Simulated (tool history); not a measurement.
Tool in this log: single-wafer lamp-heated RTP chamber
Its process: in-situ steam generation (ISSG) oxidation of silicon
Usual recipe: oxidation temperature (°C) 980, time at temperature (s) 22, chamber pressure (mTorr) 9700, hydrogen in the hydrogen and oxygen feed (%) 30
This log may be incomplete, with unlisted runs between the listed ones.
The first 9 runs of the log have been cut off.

run	day	oxidation temperature (°C)	time at temperature (s)	chamber pressure (mTorr)	hydrogen in the hydrogen and oxygen feed (%)	read-back reference wafer on the same gauge, thickness	oxide thickness on the monitor wafer (angstrom)
10	21.375	966	26	8400	30	4.798	56.97
# day 22.404: hydrogen flow controller replaced
11	22.967	980	25	9700	30	4.793	57.88
12	25.450	980	22	10200	30	4.795	53.73
13	26.983	980	22	9700	30	4.793	54.96
14	28.538	989	17	9700	30	4.790	50.03
15	31.325	980	27	9700	30	4.786	59.47
# day 32.688: gauge calibrated
16	32.717	980	22	9700	30	4.957	55.74
# day 35.083: pyrometer window cleaned and pyrometer calibrated
17	35.104	962	17	9700	30	4.936	47.32
18	37.475	980	22	9700	30	4.942	55.83
19	39.225	980	22	9700	30	4.937	56.12
20	41.667	980	22	9300	30	4.922	56.16
21	44.229	980	18	10200	30	4.918	49.97
22	45.404	980	15	9700	21	4.903	43.69
23	46.608	980	22	9700	30	4.906	56.09

What does the tool deliver on the next run?
24	49.012	997	22	8600	24	?	?

{"run 24": {"read-back reference wafer on the same gauge, thickness": 4.904, "oxide thickness on the monitor wafer (angstrom)": 57.23}}
Without the tool's hidden state the same run would have given oxide thickness on the monitor wafer (angstrom) 58.06.

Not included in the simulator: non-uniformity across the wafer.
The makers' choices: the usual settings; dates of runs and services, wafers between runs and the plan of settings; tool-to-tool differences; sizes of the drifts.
